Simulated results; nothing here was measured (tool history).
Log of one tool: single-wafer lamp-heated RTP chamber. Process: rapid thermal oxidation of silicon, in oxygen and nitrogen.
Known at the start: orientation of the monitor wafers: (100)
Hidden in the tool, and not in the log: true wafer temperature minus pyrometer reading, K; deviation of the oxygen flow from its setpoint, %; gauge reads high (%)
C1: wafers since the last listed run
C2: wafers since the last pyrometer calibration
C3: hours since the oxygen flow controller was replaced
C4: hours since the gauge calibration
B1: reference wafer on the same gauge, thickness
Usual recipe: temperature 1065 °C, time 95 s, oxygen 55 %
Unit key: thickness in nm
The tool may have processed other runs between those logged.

Run 1, hour 0.0: usual settings; C1 0; C2 2780; C3 6002.8; C4 339.8; B1 10.458. Result: thickness 10.062 nm.
Run 2, hour 34.2: usual settings; C1 416; C2 3197; C3 6037.0; C4 374.0; B1 10.463. Result: thickness 10.091 nm.
Run 3, hour 68.0: usual settings but oxygen 72 %; C1 411; C2 3609; C3 6070.8; C4 407.8; B1 10.458. Result: thickness 11.202 nm.
At hour 80.7: pyrometer window cleaned and pyrometer calibrated.
Run 4, hour 87.4: usual settings; C1 138; C2 81; C3 6090.2; C4 427.2; B1 10.441. Result: thickness 9.814 nm.
Run 5, hour 108.1: usual settings; C1 252; C2 333; C3 6110.9; C4 447.9; B1 10.468. Result: thickness 9.817 nm.
Run 6, hour 123.0: usual settings; C1 181; C2 515; C3 6125.8; C4 462.8; B1 10.448. Result: thickness 9.856 nm.
Run 7, hour 146.8: usual settings; C1 290; C2 805; C3 6149.6; C4 486.6; B1 10.476. Result: thickness 9.778 nm.
Run 8, hour 168.2: usual settings; C1 260; C2 1066; C3 6171.0; C4 508.0; B1 10.462. Result: thickness 9.845 nm.
Run 9, hour 196.3: usual settings; C1 342; C2 1408; C3 6199.1; C4 536.1; B1 10.455. Result: thickness 9.944 nm.
At hour 216.7: gauge calibrated.
Run 10, hour 227.8: usual settings but oxygen 64 %; C1 383; C2 1792; C3 6230.6; C4 11.1; B1 10.473. Result: thickness 10.555 nm.
Run 11, hour 304.6: usual settings but temperature 1091 °C; C1 936; C2 2728; C3 6307.4; C4 87.9; B1 10.456. Result: thickness 11.874 nm.
At hour 313.8: oxygen flow controller replaced.
Run 12, hour 317.5: usual settings; C1 59; C2 2788; C3 3.7; C4 100.8; B1 10.459. Result: thickness 10.044 nm.
At hour 339.2: pyrometer window cleaned and pyrometer calibrated.
Run 13, hour 349.7: usual settings but time 109 s; C1 294; C2 128; C3 35.9; C4 133.0; B1 10.450. Result: thickness 10.462 nm.
Run 14, hour 372.4: usual settings; C1 276; C2 404; C3 58.6; C4 155.7; B1 10.451. Result: thickness 9.844 nm.
Run 15, hour 394.9: usual settings but temperature 1074 °C, time 116 s, oxygen 28 %; C1 274; C2 678; C3 81.1; C4 178.2; B1 10.454. Result: thickness 9.034 nm.

What does the tool deliver on the next run?
Run 16, hour 421.4: usual settings but temperature 1038 °C, time 116 s, oxygen 30 %; C1 322; C2 1001; C3 107.6; C4 204.7; B1 ?. Result: thickness ?.

B1: 10.437
thickness: 7.277 nm
With no hidden state in the tool, this same run would have given thickness 7.172 nm.

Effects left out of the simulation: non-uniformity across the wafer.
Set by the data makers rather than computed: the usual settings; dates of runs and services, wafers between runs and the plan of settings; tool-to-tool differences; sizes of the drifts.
